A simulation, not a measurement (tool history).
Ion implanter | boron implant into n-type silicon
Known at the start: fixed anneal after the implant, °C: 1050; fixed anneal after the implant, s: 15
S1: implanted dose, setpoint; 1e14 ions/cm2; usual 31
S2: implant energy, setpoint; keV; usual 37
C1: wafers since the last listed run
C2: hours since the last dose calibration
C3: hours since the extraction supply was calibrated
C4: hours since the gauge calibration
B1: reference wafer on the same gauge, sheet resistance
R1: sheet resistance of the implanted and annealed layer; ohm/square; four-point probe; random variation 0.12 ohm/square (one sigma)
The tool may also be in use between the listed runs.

run	hour	S1	S2	C1	C2	C3	C4	B1	R1
1	0	24.42	37	0	609.6	1743.2	20.6	39.3	53.88
2	57.9	24.42	37	1116	667.5	1801.1	78.5	39.28	54.15
3	117.2	34.81	42	1143	726.8	1860.4	137.8	39.29	41.95
4	172.2	31	37	1060	781.8	1915.4	192.8	39.29	46.1
5	236.5	23.66	42	1239	846.1	1979.7	257.1	39.31	53.99
6	271.6	31	40	676	881.2	2014.8	292.2	39.32	45.32
7	333.8	31	40	1198	943.4	2077	354.4	39.28	45.19
8	376.6	31	37	825	986.2	2119.8	397.2	39.29	45.72
9	411.1	31	37	665	1020.7	2154.3	431.7	39.31	45.8
# hour 420.4: gauge calibrated
10	463.5	31	37	1010	1073.1	2206.7	43.1	39.27	45.62
11	494.1	35.82	42.5	589	1103.7	2237.3	73.7	39.3	40.78
# hour 523: Faraday cup replaced and dose calibrated
12	539.1	22	49.5	713	16.1	2282.3	118.7	39.31	58.1
13	582.1	31	40	828	59.1	2325.3	161.7	39.32	46.29
# hour 614.4: extraction supply calibrated
14	614.9	34.7	37	478	91.9	0.5	194.5	39.28	43.71
15	653.8	21.86	44	749	130.8	39.4	233.4	39.26	58.92
16	708.1	33.79	42	1046	185.1	93.7	287.7	39.25	43.29
17	769.8	27.79	24.5	1189	246.8	155.4	349.4	39.29	54.83
18	826.8	24.27	40.5	1098	303.8	212.4	406.4	39.3	54.22
19	866.3	25.8	44.5	761	343.3	251.9	445.9	39.3	51.34
20	897.7	22.89	47	605	374.7	283.3	477.3	39.26	55.92
21	922.4	21.86	37	476	399.4	308	502	39.29	59.38
# hour 948.7: gauge calibrated
22	969.9	31	37	915	446.9	355.5	21.2	39.3	46.27

5 ways to go on from here, each from the tool as it stands after run 22. What would each give?
A	970.3	31	33	7	447.3	355.9	21.6	?	?
B	970.3	24.62	30	7	447.3	355.9	21.6	?	?
C	970.3	37.17	31.5	7	447.3	355.9	21.6	?	?
D	970.3	23.46	47.5	7	447.3	355.9	21.6	?	?
E	970.3	23.28	27	7	447.3	355.9	21.6	?	?

run	B1	R1
A	39.3	47.62
B	39.3	55.98
C	39.3	44.35
D	39.3	54.58
E	39.3	59.3
Without the tool's hidden state the same runs would have given:
run	R1
A	48.36
B	57.05
C	44.82
D	55.8
E	60.42

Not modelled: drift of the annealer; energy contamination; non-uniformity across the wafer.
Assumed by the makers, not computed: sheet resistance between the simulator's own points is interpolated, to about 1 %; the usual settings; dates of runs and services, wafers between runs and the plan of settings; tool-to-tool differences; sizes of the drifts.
